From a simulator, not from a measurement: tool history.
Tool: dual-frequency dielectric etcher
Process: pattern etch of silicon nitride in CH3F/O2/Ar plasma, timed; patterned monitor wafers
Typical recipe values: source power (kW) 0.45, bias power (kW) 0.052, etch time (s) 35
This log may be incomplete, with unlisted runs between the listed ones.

run	hour	source power (kW)	bias power (kW)	etch time (s)	wafers since the last listed run	hours since the last wet clean	hours since the last source power generator calibration	hours since the last bias power generator calibration	hours since the last upper electrode change	hours since the gauge calibration	read-back reference wafer on the same gauge, depth_nm	mean etch depth across the wafer (Å)
1	0	0.45	0.052	35	0	558.9	3850.7	3795.6	3854.5	870.4	24.13	223.2
2	46.7	0.45	0.052	35	485	605.6	3897.4	3842.3	3901.2	917.1	24.06	226
# hour 120.5: wet clean of the chamber
3	121	0.45	0.052	35	522	0.5	3971.7	3916.6	3975.5	991.4	24.07	224
4	168.5	0.45	0.045	31	493	48	4019.2	3964.1	4023	1038.9	24.11	182.2
5	253.2	0.45	0.045	31	879	132.7	4103.9	4048.8	4107.7	1123.6	24.02	180.3
6	343.3	0.45	0.045	31	935	222.8	4194	4138.9	4197.8	1213.7	24.07	183.1
7	402.6	0.45	0.052	35	615	282.1	4253.3	4198.2	4257.1	1273	24.06	224.6
8	441.2	0.45	0.052	35	400	320.7	4291.9	4236.8	4295.7	1311.6	24.12	220.7
# hour 509.8: upper electrode replaced
9	543.8	0.45	0.052	35	816	423.3	4394.5	4339.4	34	1414.2	24.08	222.9
10	638.3	0.37	0.042	35	981	517.8	4489	4433.9	128.5	1508.7	24.15	187.9
11	718.9	0.45	0.052	35	837	598.4	4569.6	4514.5	209.1	1589.3	24.09	221.2
12	773.3	0.45	0.052	35	565	652.8	4624	4568.9	263.5	1643.7	24.06	220.3
13	859.9	0.45	0.052	35	899	739.4	4710.6	4655.5	350.1	1730.3	24.02	224.3
14	903.3	0.4	0.042	43.5	450	782.8	4754	4698.9	393.5	1773.7	24.11	235.3
# hour 950.5: bias power generator calibrated
# hour 965.3: wet clean of the chamber
15	987	0.45	0.04	44	674	21.7	4837.7	36.5	477.2	1857.4	24.07	242.8
# hour 1023.4: gauge calibrated
16	1057.6	0.49	0.059	37.5	733	92.3	4908.3	107.1	547.8	34.2	24.13	263.2
17	1098.8	0.45	0.052	35	427	133.5	4949.5	148.3	589	75.4	24.09	222.1
# hour 1146.6: source power generator calibrated
18	1175.5	0.36	0.057	43	755	210.2	28.9	225	665.7	152.1	24.21	268.3
19	1216.5	0.45	0.058	35	425	251.2	69.9	266	706.7	193.1	24.05	231.1
20	1283.7	0.49	0.059	42	698	318.4	137.1	333.2	773.9	260.3	24.09	292.4
21	1572	0.45	0.062	27	2994	606.7	425.4	621.5	1062.2	548.6	24.14	184.5
# hour 1666.6: wet clean of the chamber
22	1667.1	0.45	0.052	35	738	0.5	520.5	716.6	1157.3	643.7	24.13	221
23	1701.2	0.41	0.052	44	354	34.6	554.6	750.7	1191.4	677.8	24.05	272.2
24	1798.6	0.45	0.059	35	1011	132	652	848.1	1288.8	775.2	24.06	238.3

Expected results for the next run?
25	1881.4	0.41	0.041	26	860	214.8	734.8	930.9	1371.6	858	?	?

read-back reference wafer on the same gauge, depth_nm: 24.11
mean etch depth across the wafer (Å): 141.8
The same run, on a tool lacking any hidden state, would have yielded mean etch depth across the wafer (Å) 141.8.
